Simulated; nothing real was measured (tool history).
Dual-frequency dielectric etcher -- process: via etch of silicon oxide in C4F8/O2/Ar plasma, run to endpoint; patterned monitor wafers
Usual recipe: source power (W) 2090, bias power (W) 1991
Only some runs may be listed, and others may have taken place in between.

| run | day | source power (W) | bias power (W) | wafers since the last listed run | hours since the last wet clean | hours since the last source power generator calibration | hours since the last bias power generator calibration | hours since the last upper electrode change | incoming incoming film thickness, nm | endpoint time (s) |
|---|---|---|---|---|---|---|---|---|---|---|
| 1 | 0 | 2090 | 1991 | 0 | 167.6 | 2630.5 | 3423.5 | 2277.8 | 2144.1 | 393.4 |
| 2 | 2.171 | 2090 | 1991 | 138 | 219.7 | 2682.6 | 3475.6 | 2329.9 | 2160.5 | 395.9 |
| 3 | 6.758 | 2090 | 1991 | 293 | 329.8 | 2792.7 | 3585.7 | 2440 | 2142.6 | 393.3 |
| 4 | 8.862 | 2090 | 1991 | 134 | 380.3 | 2843.2 | 3636.2 | 2490.5 | 2145.2 | 396 |
| 5 | 9.954 | 2090 | 1991 | 69 | 406.5 | 2869.4 | 3662.4 | 2516.7 | 2157.6 | 396.7 |
|  | 11.521 | wet clean of the chamber |
| 6 | 12.704 | 2090 | 1991 | 112 | 28.4 | 2935.4 | 3728.4 | 2582.7 | 2155 | 396.8 |
|  | 14.929 | upper electrode replaced |
| 7 | 15.229 | 2090 | 1756 | 97 | 89 | 2996 | 3789 | 7.2 | 2155.8 | 406.7 |
| 8 | 17.108 | 2090 | 1756 | 120 | 134.1 | 3041.1 | 3834.1 | 52.3 | 2146.2 | 406.6 |
| 9 | 18.258 | 2090 | 1756 | 73 | 161.7 | 3068.7 | 3861.7 | 79.9 | 2145 | 406.1 |
| 10 | 19.788 | 2090 | 1991 | 97 | 198.4 | 3105.4 | 3898.4 | 116.6 | 2160.2 | 395.7 |
|  | 21.442 | source power generator calibrated |
| 11 | 21.462 | 2090 | 1991 | 96 | 238.6 | 0.5 | 3938.6 | 156.8 | 2142.7 | 394.9 |
|  | 22.275 | bias power generator calibrated |
| 12 | 23.146 | 2090 | 1991 | 97 | 279 | 40.9 | 20.9 | 197.2 | 2147.2 | 394.1 |
| 13 | 25.192 | 2090 | 1991 | 130 | 328.1 | 90 | 70 | 246.3 | 2159.9 | 398.5 |
| 14 | 28.162 | 2090 | 1669 | 190 | 399.4 | 161.3 | 141.3 | 317.6 | 2151.4 | 413.8 |
|  | 29.825 | wet clean of the chamber |
| 15 | 30.075 | 2450 | 1991 | 58 | 6 | 207.2 | 187.2 | 363.5 | 2170.2 | 380.4 |
| 16 | 32.508 | 1930 | 1831 | 155 | 64.4 | 265.6 | 245.6 | 421.9 | 2124.5 | 406.9 |
| 17 | 33.612 | 2090 | 2190 | 70 | 90.9 | 292.1 | 272.1 | 448.4 | 2143.5 | 385.4 |
| 18 | 35.942 | 2450 | 1541 | 149 | 146.8 | 348 | 328 | 504.3 | 2131.9 | 393.4 |

Run 19 has not been measured yet. What should we expect?
| 19 | 37.388 | 2090 | 1991 | 92 | 181.5 | 382.7 | 362.7 | 539 | 2136.2 | ? |

{"run 19": {"endpoint time (s)": 392.1}}
On a tool with no hidden condition, and with the same random variation, this run would have come out at endpoint time (s) 392.1.
